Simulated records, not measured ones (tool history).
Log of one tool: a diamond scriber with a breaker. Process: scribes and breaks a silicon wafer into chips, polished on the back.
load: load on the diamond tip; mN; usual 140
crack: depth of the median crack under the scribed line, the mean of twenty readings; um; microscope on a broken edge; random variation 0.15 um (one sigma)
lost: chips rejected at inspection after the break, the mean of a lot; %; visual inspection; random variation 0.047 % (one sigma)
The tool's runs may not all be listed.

run	hour	load	incoming depth of the damage left on the back of the incoming wafer, um	crack	lost
1	0.0	140	0.03	11.60	1.29
2	93.0	140	0.05	11.61	1.25
3	174.4	140	0.01	11.43	1.51
# hour 240.5: diamond tip replaced by a new one
4	497.6	140	0.01	11.55	1.26
5	576.4	140	0.01	11.40	1.34
6	669.5	140	0.04	11.04	1.49
# hour 716.8: diamond tip replaced by a new one
7	734.0	140	0.04	11.85	1.25
8	820.9	140	0.04	11.89	1.20
# hour 861.8: load on the tip recalibrated
9	884.5	140	0.01	11.80	1.16
10	921.4	172	0.01	13.24	2.19
11	987.7	172	0.02	12.82	2.13
12	1027.5	155	0.03	12.48	1.34
13	1071.4	180	0.04	13.48	2.18
# hour 1125.0: diamond tip replaced by a new one
14	1166.8	140	0.03	11.80	1.20
15	1251.7	164	0.03	12.66	1.85
16	1291.9	140	0.02	11.74	1.31
17	1341.3	114	0.03	10.20	2.74
18	1386.7	151	0.02	12.32	1.34
19	1427.2	121	0.04	10.24	2.28
20	1506.1	178	0.03	12.88	1.97
21	1546.1	99	0.03	9.30	7.32
# hour 1582.7: diamond tip replaced by a new one
22	1634.6	158	0.04	12.79	1.64

5 ways to go on from here, each from the tool as it stands after run 22. What would each give?
A	1635.1	140	0.03	?	?
B	1635.1	163	0.03	?	?
C	1635.1	154	0.03	?	?
D	1635.1	159	0.03	?	?
E	1635.1	160	0.03	?	?

run	crack	lost
A	11.88	1.25
B	12.98	1.95
C	12.56	1.52
D	12.79	1.74
E	12.84	1.79
Without the tool's hidden state the same runs would have given:
run	crack	lost
A	11.90	1.25
B	13.00	1.97
C	12.58	1.53
D	12.81	1.76
E	12.86	1.81
